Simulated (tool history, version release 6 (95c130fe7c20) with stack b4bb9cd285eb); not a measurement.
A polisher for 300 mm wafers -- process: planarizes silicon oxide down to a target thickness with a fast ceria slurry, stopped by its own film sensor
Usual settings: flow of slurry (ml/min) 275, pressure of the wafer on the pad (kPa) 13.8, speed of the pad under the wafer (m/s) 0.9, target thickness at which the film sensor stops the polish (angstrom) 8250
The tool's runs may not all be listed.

| run | hour | flow of slurry (ml/min) | pressure of the wafer on the pad (kPa) | speed of the pad under the wafer (m/s) | target thickness at which the film sensor stops the polish (angstrom) | wafers since the last listed run | wafers polished on this pad | hours since the slurry nozzle was cleaned | hours since the head pressure was calibrated | incoming thickness of the incoming film, nm | time until the film sensor stopped the polish (s) |
|---|---|---|---|---|---|---|---|---|---|---|---|
| 1 | 0 | 275 | 13.8 | 0.9 | 8250 | 0 | 403 | 78 | 642.3 | 1584.8 | 83.4 |
| 2 | 58.7 | 275 | 13.8 | 0.9 | 8250 | 709 | 1113 | 136.7 | 701 | 1574.4 | 82 |
| 3 | 113.5 | 275 | 13.8 | 0.9 | 8250 | 662 | 1775 | 191.5 | 755.8 | 1593.5 | 86.2 |
|  | 137.4 | worn pad replaced by a new one |
| 4 | 143.7 | 275 | 15.2 | 0.9 | 8250 | 316 | 76 | 221.7 | 786 | 1574.5 | 76.7 |
| 5 | 213.8 | 275 | 15.2 | 0.9 | 8250 | 846 | 923 | 291.8 | 856.1 | 1589.1 | 79.4 |
| 6 | 243.1 | 275 | 13.8 | 0.9 | 8250 | 354 | 1277 | 321.1 | 885.4 | 1586.3 | 87.4 |
| 7 | 276.7 | 275 | 13.8 | 0.9 | 8250 | 405 | 1683 | 354.7 | 919 | 1585.6 | 87.1 |
|  | 289.6 | slurry nozzle cleaned |
|  | 322.7 | worn pad replaced by a new one |
| 8 | 337.9 | 275 | 15.9 | 0.9 | 10110 | 679 | 183 | 48.3 | 980.2 | 1588.9 | 53.9 |
| 9 | 512 | 275 | 15.9 | 0.9 | 10110 | 2103 | 2287 | 222.4 | 1154.3 | 1557.1 | 52.5 |
|  | 518.1 | head pressure recalibrated |
|  | 537.6 | worn pad replaced by a new one |
| 10 | 562.5 | 275 | 13.8 | 0.9 | 8250 | 537 | 301 | 272.9 | 44.4 | 1586.5 | 86.6 |
| 11 | 617.6 | 325 | 13.8 | 0.9 | 8250 | 665 | 967 | 328 | 99.5 | 1609.9 | 87.1 |
| 12 | 670.5 | 275 | 10.3 | 0.78 | 10010 | 639 | 1606 | 380.9 | 152.4 | 1582.4 | 95.9 |
|  | 694.4 | slurry nozzle cleaned |
| 13 | 710.5 | 275 | 13.8 | 0.9 | 8250 | 471 | 2077 | 16.1 | 192.4 | 1596.1 | 81.9 |
|  | 731.8 | worn pad replaced by a new one |
| 14 | 763 | 185 | 15.2 | 0.8 | 9530 | 585 | 377 | 68.6 | 244.9 | 1576.2 | 70.3 |
| 15 | 787.6 | 275 | 12.4 | 0.9 | 9640 | 297 | 674 | 93.2 | 269.5 | 1576.6 | 74.6 |
| 16 | 837.6 | 180 | 17.2 | 1.08 | 6860 | 604 | 1278 | 143.2 | 319.5 | 1568.8 | 77.1 |
| 17 | 895.9 | 275 | 13.8 | 0.9 | 6580 | 704 | 1982 | 201.5 | 377.8 | 1569.8 | 101.9 |
| 18 | 939.5 | 185 | 15.9 | 0.72 | 10150 | 526 | 2509 | 245.1 | 421.4 | 1600.7 | 71.9 |
|  | 953.2 | worn pad replaced by a new one |
| 19 | 994 | 340 | 13.8 | 0.9 | 8250 | 610 | 492 | 299.6 | 475.9 | 1571.6 | 82.6 |

Below, some changes in time until the film sensor stopped the polish (s) between adjacent runs. For each, the amount present without the hidden state too (settings, incoming material, random variation) and the amount remaining for the hidden state with gauge scatter not shared by both compared results:
The tool's hidden condition here consists of: removal rate lost through wear of the pad, %; slurry flow missing at the pad, %; deviation of the head's pressure from its setpoint, %.
Run 9 -> 10: pressure of the wafer on the pad (kPa) 15.9 -> 13.8, target thickness at which the film sensor stops the polish (angstrom) 10110 -> 8250, head pressure recalibrated, worn pad replaced by a new one. time until the film sensor stopped the polish (s) +34.1: hidden state +3.1, all else +31.
Run 12 -> 13: pressure of the wafer on the pad (kPa) 10.3 -> 13.8, speed of the pad under the wafer (m/s) 0.78 -> 0.9, target thickness at which the film sensor stops the polish (angstrom) 10010 -> 8250, slurry nozzle cleaned. time until the film sensor stopped the polish (s) -14: hidden state -7.5, all else -6.5.
